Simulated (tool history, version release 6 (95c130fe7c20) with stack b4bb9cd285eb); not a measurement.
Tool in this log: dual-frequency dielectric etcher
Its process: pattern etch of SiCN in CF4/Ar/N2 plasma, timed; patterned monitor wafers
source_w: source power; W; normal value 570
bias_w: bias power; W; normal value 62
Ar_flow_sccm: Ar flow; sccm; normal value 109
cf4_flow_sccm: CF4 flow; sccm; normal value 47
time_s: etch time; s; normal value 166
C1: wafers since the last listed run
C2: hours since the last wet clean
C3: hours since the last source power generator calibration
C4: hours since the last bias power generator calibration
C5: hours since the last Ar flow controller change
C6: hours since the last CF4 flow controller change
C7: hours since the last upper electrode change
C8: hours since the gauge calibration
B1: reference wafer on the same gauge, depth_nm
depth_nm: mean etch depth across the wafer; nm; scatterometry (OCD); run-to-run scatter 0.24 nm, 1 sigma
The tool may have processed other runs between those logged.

{"run": 1, "day": 0.0, "source_w": 570, "bias_w": 62, "Ar_flow_sccm": 101, "cf4_flow_sccm": 47, "time_s": 166, "C1": 0, "C2": 254.2, "C3": 2545.1, "C4": 2044.9, "C5": 1981.4, "C6": 4930.5, "C7": 4535.8, "C8": 391.9, "B1": 157, "depth_nm": 161.9}
{"run": 2, "day": 1.258, "source_w": 510, "bias_w": 62, "Ar_flow_sccm": 109, "cf4_flow_sccm": 47, "time_s": 166, "C1": 197, "C2": 284.4, "C3": 2575.3, "C4": 2075.1, "C5": 2011.6, "C6": 4960.7, "C7": 4566, "C8": 422.1, "B1": 157.1, "depth_nm": 149.2}
{"run": 3, "day": 1.979, "source_w": 510, "bias_w": 62, "Ar_flow_sccm": 109, "cf4_flow_sccm": 47, "time_s": 166, "C1": 113, "C2": 301.7, "C3": 2592.6, "C4": 2092.4, "C5": 2028.9, "C6": 4978, "C7": 4583.3, "C8": 439.4, "B1": 157, "depth_nm": 149.2}
{"run": 4, "day": 2.925, "source_w": 510, "bias_w": 62, "Ar_flow_sccm": 109, "cf4_flow_sccm": 47, "time_s": 166, "C1": 148, "C2": 324.4, "C3": 2615.3, "C4": 2115.1, "C5": 2051.6, "C6": 5000.7, "C7": 4606, "C8": 462.1, "B1": 156.9, "depth_nm": 149.1}
{"run": 5, "day": 3.575, "source_w": 570, "bias_w": 62, "Ar_flow_sccm": 109, "cf4_flow_sccm": 47, "time_s": 166, "C1": 102, "C2": 340, "C3": 2630.9, "C4": 2130.7, "C5": 2067.2, "C6": 5016.3, "C7": 4621.6, "C8": 477.7, "B1": 157, "depth_nm": 160.3}
{"run": 6, "day": 4.858, "source_w": 570, "bias_w": 62, "Ar_flow_sccm": 109, "cf4_flow_sccm": 47, "time_s": 166, "C1": 201, "C2": 370.8, "C3": 2661.7, "C4": 2161.5, "C5": 2098, "C6": 5047.1, "C7": 4652.4, "C8": 508.5, "B1": 157, "depth_nm": 160.3}
{"day": 4.971, "done": "gauge calibrated"}
{"run": 7, "day": 5.438, "source_w": 570, "bias_w": 62, "Ar_flow_sccm": 109, "cf4_flow_sccm": 54, "time_s": 166, "C1": 91, "C2": 384.7, "C3": 2675.6, "C4": 2175.4, "C5": 2111.9, "C6": 5061, "C7": 4666.3, "C8": 11.2, "B1": 157, "depth_nm": 163.9}
{"run": 8, "day": 6.846, "source_w": 570, "bias_w": 62, "Ar_flow_sccm": 109, "cf4_flow_sccm": 54, "time_s": 166, "C1": 221, "C2": 418.5, "C3": 2709.4, "C4": 2209.2, "C5": 2145.7, "C6": 5094.8, "C7": 4700.1, "C8": 45, "B1": 157, "depth_nm": 163.7}
{"run": 9, "day": 8.162, "source_w": 460, "bias_w": 62, "Ar_flow_sccm": 128, "cf4_flow_sccm": 36, "time_s": 209.5, "C1": 206, "C2": 450.1, "C3": 2741, "C4": 2240.8, "C5": 2177.3, "C6": 5126.4, "C7": 4731.7, "C8": 76.6, "B1": 157, "depth_nm": 164}
{"run": 10, "day": 9.217, "source_w": 650, "bias_w": 52, "Ar_flow_sccm": 109, "cf4_flow_sccm": 47, "time_s": 214.5, "C1": 165, "C2": 475.4, "C3": 2766.3, "C4": 2266.1, "C5": 2202.6, "C6": 5151.7, "C7": 4757, "C8": 101.9, "B1": 156.9, "depth_nm": 218.9}
{"day": 10.262, "done": "Ar flow controller replaced"}
{"run": 11, "day": 10.279, "source_w": 460, "bias_w": 62, "Ar_flow_sccm": 101, "cf4_flow_sccm": 47, "time_s": 166, "C1": 127, "C2": 500.9, "C3": 2791.8, "C4": 2291.6, "C5": 0.4, "C6": 5177.2, "C7": 4782.5, "C8": 127.4, "B1": 157, "depth_nm": 141.8}
{"day": 12.096, "done": "wet clean of the chamber"}
{"run": 12, "day": 12.117, "source_w": 610, "bias_w": 62, "Ar_flow_sccm": 91, "cf4_flow_sccm": 51, "time_s": 166, "C1": 131, "C2": 0.5, "C3": 2835.9, "C4": 2335.7, "C5": 44.5, "C6": 5221.3, "C7": 4826.6, "C8": 171.5, "B1": 157, "depth_nm": 172.8}
{"run": 13, "day": 12.958, "source_w": 680, "bias_w": 53, "Ar_flow_sccm": 109, "cf4_flow_sccm": 58, "time_s": 180, "C1": 132, "C2": 20.7, "C3": 2856.1, "C4": 2355.9, "C5": 64.7, "C6": 5241.5, "C7": 4846.8, "C8": 191.7, "B1": 157, "depth_nm": 195.5}
{"run": 14, "day": 13.496, "source_w": 570, "bias_w": 62, "Ar_flow_sccm": 109, "cf4_flow_sccm": 47, "time_s": 148, "C1": 84, "C2": 33.6, "C3": 2869, "C4": 2368.8, "C5": 77.6, "C6": 5254.4, "C7": 4859.7, "C8": 204.6, "B1": 157, "depth_nm": 141.4}
{"day": 14.45, "done": "CF4 flow controller replaced"}
{"day": 14.571, "done": "source power generator calibrated"}
{"day": 15.3, "done": "bias power generator calibrated"}
{"day": 15.458, "done": "upper electrode replaced"}
{"run": 15, "day": 15.479, "source_w": 570, "bias_w": 62, "Ar_flow_sccm": 109, "cf4_flow_sccm": 47, "time_s": 166, "C1": 202, "C2": 81.2, "C3": 21.8, "C4": 4.3, "C5": 125.2, "C6": 24.7, "C7": 0.5, "C8": 252.2, "B1": 157.1, "depth_nm": 163.2}
{"run": 16, "day": 15.492, "source_w": 570, "bias_w": 62, "Ar_flow_sccm": 109, "cf4_flow_sccm": 47, "time_s": 166, "C1": 1, "C2": 81.5, "C3": 22.1, "C4": 4.6, "C5": 125.5, "C6": 25, "C7": 0.8, "C8": 252.5, "B1": 157, "depth_nm": 162.7}
{"run": 17, "day": 16.512, "source_w": 660, "bias_w": 47, "Ar_flow_sccm": 109, "cf4_flow_sccm": 39, "time_s": 166, "C1": 160, "C2": 106, "C3": 46.6, "C4": 29.1, "C5": 150, "C6": 49.5, "C7": 25.3, "C8": 277, "B1": 157, "depth_nm": 165.7}
{"run": 18, "day": 17.7, "source_w": 570, "bias_w": 71, "Ar_flow_sccm": 109, "cf4_flow_sccm": 47, "time_s": 166, "C1": 186, "C2": 134.5, "C3": 75.1, "C4": 57.6, "C5": 178.5, "C6": 78, "C7": 53.8, "C8": 305.5, "B1": 157, "depth_nm": 167}
{"run": 19, "day": 19.204, "source_w": 570, "bias_w": 62, "Ar_flow_sccm": 109, "cf4_flow_sccm": 47, "time_s": 166, "C1": 236, "C2": 170.6, "C3": 111.2, "C4": 93.7, "C5": 214.6, "C6": 114.1, "C7": 89.9, "C8": 341.6, "B1": 157.1, "depth_nm": 163.3}
{"run": 20, "day": 20.404, "source_w": 570, "bias_w": 62, "Ar_flow_sccm": 134, "cf4_flow_sccm": 47, "time_s": 124.5, "C1": 188, "C2": 199.4, "C3": 140, "C4": 122.5, "C5": 243.4, "C6": 142.9, "C7": 118.7, "C8": 370.4, "B1": 157, "depth_nm": 118.7}

Pick out some run-to-run changes in depth_nm. Of each, how much would a tool without hidden state show as well, from the settings, what came in and chance, and how much is left for the hidden state and any gauge scatter not in both results compared?
What the log doesn't record here: etch rate over this chamber's usual, %; source power that arrives over what is set, %; bias power that arrives over what is set, %; Ar flow that arrives over what is set, %; CF4 flow that arrives over what is set, %; gauge reads high (%).
Run 9 -> 10: source_w 460 -> 650, bias_w 62 -> 52, Ar_flow_sccm 128 -> 109, cf4_flow_sccm 36 -> 47, time_s 209.5 -> 214.5. depth_nm +54.9 nm: hidden state -1.2, all else +56.1.
Run 10 -> 11: source_w 650 -> 460, bias_w 52 -> 62, Ar_flow_sccm 109 -> 101, time_s 214.5 -> 166, Ar flow controller replaced. depth_nm -77.1 nm: hidden state +1.4, all else -78.5.
Run 11 -> 12: source_w 460 -> 610, Ar_flow_sccm 101 -> 91, cf4_flow_sccm 47 -> 51, wet clean of the chamber. depth_nm +31 nm: hidden state -1.9, all else +32.9.
Run 14 -> 15: time_s 148 -> 166, CF4 flow controller replaced, source power generator calibrated, bias power generator calibrated, upper electrode replaced. depth_nm +21.8 nm: hidden state +3.9, all else +17.9.

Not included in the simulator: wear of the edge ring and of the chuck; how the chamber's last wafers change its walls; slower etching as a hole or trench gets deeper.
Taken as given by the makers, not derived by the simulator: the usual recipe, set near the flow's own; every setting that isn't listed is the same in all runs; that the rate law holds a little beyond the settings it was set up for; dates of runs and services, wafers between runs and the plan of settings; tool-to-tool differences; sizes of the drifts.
